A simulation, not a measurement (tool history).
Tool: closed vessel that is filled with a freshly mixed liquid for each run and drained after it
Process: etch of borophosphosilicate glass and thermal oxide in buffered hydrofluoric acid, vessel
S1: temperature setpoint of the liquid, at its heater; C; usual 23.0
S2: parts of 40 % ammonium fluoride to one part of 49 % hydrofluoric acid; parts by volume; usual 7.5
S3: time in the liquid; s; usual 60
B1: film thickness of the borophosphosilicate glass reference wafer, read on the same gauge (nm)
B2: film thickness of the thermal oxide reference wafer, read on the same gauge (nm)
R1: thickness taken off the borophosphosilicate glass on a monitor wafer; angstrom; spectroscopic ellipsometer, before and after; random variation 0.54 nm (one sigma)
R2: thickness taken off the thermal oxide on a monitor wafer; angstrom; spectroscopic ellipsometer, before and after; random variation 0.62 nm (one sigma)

{"run": 1, "hour": 0.0, "S1": 23.0, "S2": 7.5, "S3": 60, "B1": 29.98, "B2": 30.0, "R1": 1037.7, "R2": 875.2}
{"run": 2, "hour": 7.7, "S1": 23.0, "S2": 7.5, "S3": 85, "B1": 30.0, "B2": 29.97, "R1": 1469.0, "R2": 1231.2}
{"run": 3, "hour": 18.2, "S1": 23.0, "S2": 7.5, "S3": 85, "B1": 30.0, "B2": 30.01, "R1": 1467.0, "R2": 1243.2}
{"run": 4, "hour": 32.7, "S1": 23.0, "S2": 7.5, "S3": 85, "B1": 30.01, "B2": 29.96, "R1": 1468.2, "R2": 1227.7}
{"run": 5, "hour": 50.5, "S1": 23.0, "S2": 7.5, "S3": 60, "B1": 29.98, "B2": 30.02, "R1": 1048.0, "R2": 874.3}
{"run": 6, "hour": 56.8, "S1": 21.0, "S2": 7.5, "S3": 60, "B1": 30.0, "B2": 30.01, "R1": 928.7, "R2": 787.4}
{"run": 7, "hour": 63.8, "S1": 26.5, "S2": 7.5, "S3": 60, "B1": 29.99, "B2": 30.04, "R1": 1250.2, "R2": 1058.7}
{"run": 8, "hour": 75.9, "S1": 23.0, "S2": 7.5, "S3": 50, "B1": 29.99, "B2": 29.97, "R1": 863.2, "R2": 734.5}
{"run": 9, "hour": 93.2, "S1": 25.0, "S2": 10.5, "S3": 60, "B1": 30.02, "B2": 30.02, "R1": 853.6, "R2": 720.9}
{"run": 10, "hour": 99.2, "S1": 24.5, "S2": 7.5, "S3": 90, "B1": 30.01, "B2": 30.02, "R1": 1699.5, "R2": 1414.9}
{"run": 11, "hour": 114.9, "S1": 21.5, "S2": 5.0, "S3": 75, "B1": 30.0, "B2": 30.01, "R1": 1791.4, "R2": 1493.7}
{"hour": 118.9, "done": "thermometer replaced"}
{"run": 12, "hour": 131.0, "S1": 23.0, "S2": 7.5, "S3": 60, "B1": 30.01, "B2": 29.98, "R1": 943.5, "R2": 783.2}
{"run": 13, "hour": 144.6, "S1": 23.0, "S2": 7.5, "S3": 60, "B1": 30.0, "B2": 30.03, "R1": 936.0, "R2": 789.2}
{"run": 14, "hour": 153.5, "S1": 28.0, "S2": 9.5, "S3": 35, "B1": 30.02, "B2": 30.03, "R1": 582.0, "R2": 496.5}
{"hour": 159.5, "done": "hydrofluoric acid flow meter replaced"}
{"run": 15, "hour": 160.6, "S1": 19.5, "S2": 8.5, "S3": 85, "B1": 29.99, "B2": 30.0, "R1": 1102.4, "R2": 926.2}
{"hour": 171.3, "done": "gauge calibrated"}
{"run": 16, "hour": 173.9, "S1": 27.5, "S2": 7.5, "S3": 60, "B1": 30.0, "B2": 29.99, "R1": 1363.9, "R2": 1147.7}
{"run": 17, "hour": 182.6, "S1": 20.5, "S2": 5.5, "S3": 30, "B1": 29.99, "B2": 29.99, "R1": 622.3, "R2": 521.4}
{"run": 18, "hour": 192.3, "S1": 23.0, "S2": 8.5, "S3": 40, "B1": 29.98, "B2": 29.97, "R1": 614.7, "R2": 529.0}
{"run": 19, "hour": 206.6, "S1": 23.0, "S2": 7.5, "S3": 75, "B1": 30.0, "B2": 29.96, "R1": 1329.0, "R2": 1119.6}
{"run": 20, "hour": 218.1, "S1": 23.0, "S2": 9.0, "S3": 80, "B1": 30.0, "B2": 29.96, "R1": 1170.1, "R2": 986.7}
{"run": 21, "hour": 225.2, "S1": 23.0, "S2": 8.5, "S3": 60, "B1": 30.0, "B2": 30.01, "R1": 929.2, "R2": 787.9}
{"run": 22, "hour": 237.6, "S1": 23.0, "S2": 7.5, "S3": 60, "B1": 29.99, "B2": 29.98, "R1": 1064.7, "R2": 898.5}
{"run": 23, "hour": 247.7, "S1": 26.0, "S2": 7.5, "S3": 60, "B1": 30.01, "B2": 30.0, "R1": 1260.2, "R2": 1065.2}
{"run": 24, "hour": 259.0, "S1": 26.0, "S2": 6.0, "S3": 30, "B1": 30.0, "B2": 30.03, "R1": 781.1, "R2": 652.5}
{"run": 25, "hour": 265.5, "S1": 23.0, "S2": 7.5, "S3": 60, "B1": 30.0, "B2": 30.0, "R1": 1073.6, "R2": 900.1}

Forecast each of these 4 alternatives for the next run:
{"run": "A", "hour": 266.2, "S1": 23.0, "S2": 7.5, "S3": 60, "B1": "?", "B2": "?", "R1": "?", "R2": "?"}
{"run": "B", "hour": 266.2, "S1": 20.5, "S2": 6.5, "S3": 35, "B1": "?", "B2": "?", "R1": "?", "R2": "?"}
{"run": "C", "hour": 266.2, "S1": 24.5, "S2": 5.0, "S3": 30, "B1": "?", "B2": "?", "R1": "?", "R2": "?"}
{"run": "D", "hour": 266.2, "S1": 26.0, "S2": 5.0, "S3": 75, "B1": "?", "B2": "?", "R1": "?", "R2": "?"}

run=A B1=30.00 B2=29.99 R1=1071.1 R2=898.5
run=B B1=30.00 B2=29.99 R1=630.2 R2=526.4
run=C B1=30.00 B2=29.99 R1=843.9 R2=702.8
run=D B1=30.00 B2=29.99 R1=2284.0 R2=1904.8
Without the tool's hidden state the same runs would have given:
run=A R1=1069.9 R2=897.1
run=B R1=627.2 R2=523.6
run=C R1=840.2 R2=699.2
run=D R1=2274.4 R2=1895.3

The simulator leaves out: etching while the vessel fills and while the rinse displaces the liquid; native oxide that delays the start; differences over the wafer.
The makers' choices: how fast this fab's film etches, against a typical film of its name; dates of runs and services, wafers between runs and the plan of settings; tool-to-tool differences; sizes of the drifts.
